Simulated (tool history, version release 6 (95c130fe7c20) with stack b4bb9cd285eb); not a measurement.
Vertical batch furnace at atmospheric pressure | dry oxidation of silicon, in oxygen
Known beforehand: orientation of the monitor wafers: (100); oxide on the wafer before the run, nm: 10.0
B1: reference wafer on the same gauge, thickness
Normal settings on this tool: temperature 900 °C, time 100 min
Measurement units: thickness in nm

{"run": 1, "hour": 0.0, "temperature": 900, "time": 100, "B1": 29.99, "thickness": 30.11}
{"run": 2, "hour": 16.0, "temperature": 900, "time": 100, "B1": 30, "thickness": 30.05}
{"run": 3, "hour": 28.5, "temperature": 900, "time": 100, "B1": 30, "thickness": 30.14}
{"run": 4, "hour": 56.7, "temperature": 900, "time": 100, "B1": 29.99, "thickness": 30.07}
{"run": 5, "hour": 75.0, "temperature": 900, "time": 114, "B1": 30.01, "thickness": 32.46}
{"run": 6, "hour": 88.4, "temperature": 900, "time": 114, "B1": 29.99, "thickness": 32.4}
{"run": 7, "hour": 110.4, "temperature": 900, "time": 114, "B1": 30, "thickness": 32.43}
{"run": 8, "hour": 144.1, "temperature": 900, "time": 100, "B1": 30.01, "thickness": 30.21}
{"run": 9, "hour": 162.7, "temperature": 900, "time": 100, "B1": 30.01, "thickness": 30.11}
{"run": 10, "hour": 191.3, "temperature": 900, "time": 100, "B1": 30, "thickness": 30.17}
{"run": 11, "hour": 209.5, "temperature": 900, "time": 100, "B1": 30.01, "thickness": 30.25}
{"run": 12, "hour": 243.5, "temperature": 892, "time": 134.5, "B1": 29.99, "thickness": 33.33}
{"run": 13, "hour": 256.2, "temperature": 900, "time": 100, "B1": 30, "thickness": 30.2}
{"hour": 295.1, "done": "thermocouples replaced and temperature profile calibrated"}
{"run": 14, "hour": 295.6, "temperature": 885, "time": 125, "B1": 30.01, "thickness": 28.68}
{"run": 15, "hour": 321.0, "temperature": 900, "time": 100, "B1": 30.01, "thickness": 28.83}
{"run": 16, "hour": 347.9, "temperature": 918, "time": 54.5, "B1": 30.01, "thickness": 24.2}
{"hour": 368.5, "done": "gauge calibrated"}
{"hour": 379.2, "done": "boat lift adjusted"}
{"run": 17, "hour": 381.0, "temperature": 900, "time": 100, "B1": 30.01, "thickness": 28.85}
{"run": 18, "hour": 414.8, "temperature": 879, "time": 59.5, "B1": 30, "thickness": 19.13}
{"run": 19, "hour": 438.7, "temperature": 882, "time": 100, "B1": 30, "thickness": 24.95}
{"run": 20, "hour": 471.1, "temperature": 925, "time": 100, "B1": 30.01, "thickness": 35.96}
{"run": 21, "hour": 485.9, "temperature": 900, "time": 100, "B1": 30, "thickness": 28.84}
{"run": 22, "hour": 550.6, "temperature": 900, "time": 100, "B1": 30, "thickness": 28.95}
{"run": 23, "hour": 567.6, "temperature": 878, "time": 57, "B1": 30, "thickness": 18.69}
{"run": 24, "hour": 591.4, "temperature": 921, "time": 63, "B1": 30, "thickness": 26.76}

What if the next run were any one of these 3? Each begins from the tool's condition after run 24:
{"run": "A", "hour": 596.5, "temperature": 900, "time": 100, "B1": "?", "thickness": "?"}
{"run": "B", "hour": 596.5, "temperature": 884, "time": 132, "B1": "?", "thickness": "?"}
{"run": "C", "hour": 596.5, "temperature": 911, "time": 61.5, "B1": "?", "thickness": "?"}

run=A B1=29.99 thickness=28.89
run=B B1=29.99 thickness=29.33
run=C B1=29.99 thickness=24.45
Without the tool's unlogged condition, the same runs would have read:
run=A thickness=28.79
run=B thickness=29.23
run=C thickness=24.37
